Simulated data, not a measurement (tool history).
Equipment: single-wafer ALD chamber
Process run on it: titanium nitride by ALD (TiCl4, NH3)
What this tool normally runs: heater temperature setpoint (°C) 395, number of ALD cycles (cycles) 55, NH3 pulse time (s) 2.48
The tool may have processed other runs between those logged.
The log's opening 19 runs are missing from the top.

run    hour  heater temperature setpoint (°C)  number of ALD cycles (cycles)  NH3 pulse time (s)  read-back reference wafer on the same gauge, thickness_nm  mean film thickness on the monitor wafer (nm)
 20  1096.7                               389                             55                3.03                                                      1.019                                          1.205
 21  1140.6                               390                             60                2.48                                                      1.019                                           1.31
 22  1209.4                               395                             55                1.83                                                      1.019                                          1.194
 23  1258.4                               406                             48                3.11                                                      1.018                                          1.063
 24  1292.3                               388                             46                 2.1                                                      1.018                                          0.999
 25  1355.1                               395                             55                2.48                                                      1.017                                          1.201
     1374.6  -- showerhead replaced
 26  1385.6                               395                             55                2.48                                                      1.017                                          1.205
 27  1432.4                               388                             55                2.48                                                      1.016                                          1.201
 28  1495.2                               387                             55                3.06                                                      1.017                                           1.21
 29  1533.6                               404                             50                1.61                                                      1.017                                          1.085
 30    1576                               395                             55                2.48                                                      1.017                                          1.195
 31  1646.1                               395                             47                1.49                                                      1.016                                          1.008
 32  1677.3                               380                             46                 2.8                                                      1.015                                          0.997
 33  1723.6                               395                             55                2.48                                                      1.015                                          1.197
 34  1770.2                               381                             55                2.88                                                      1.015                                            1.2
 35  1834.6                               395                             63                3.18                                                      1.014                                          1.386
 36    1863                               395                             55                2.48                                                      1.013                                          1.199

Here are 3 independent what-if runs from the current tool condition. What would each one return?
  A  1863.5                               395                             55                2.48                                                          ?                                              ?
  B  1863.5                               395                             46                3.39                                                          ?                                              ?
  C  1863.5                               390                             60                2.04                                                          ?                                              ?

run  read-back reference wafer on the same gauge, thickness_nm  mean film thickness on the monitor wafer (nm)
  A                                                      1.013                                          1.198
  B                                                      1.013                                          1.012
  C                                                      1.013                                          1.293
Stripped of hidden state, with their random variation kept, the same runs would have yielded:
run  mean film thickness on the monitor wafer (nm)
  A                                          1.205
  B                                          1.018
  C                                          1.301
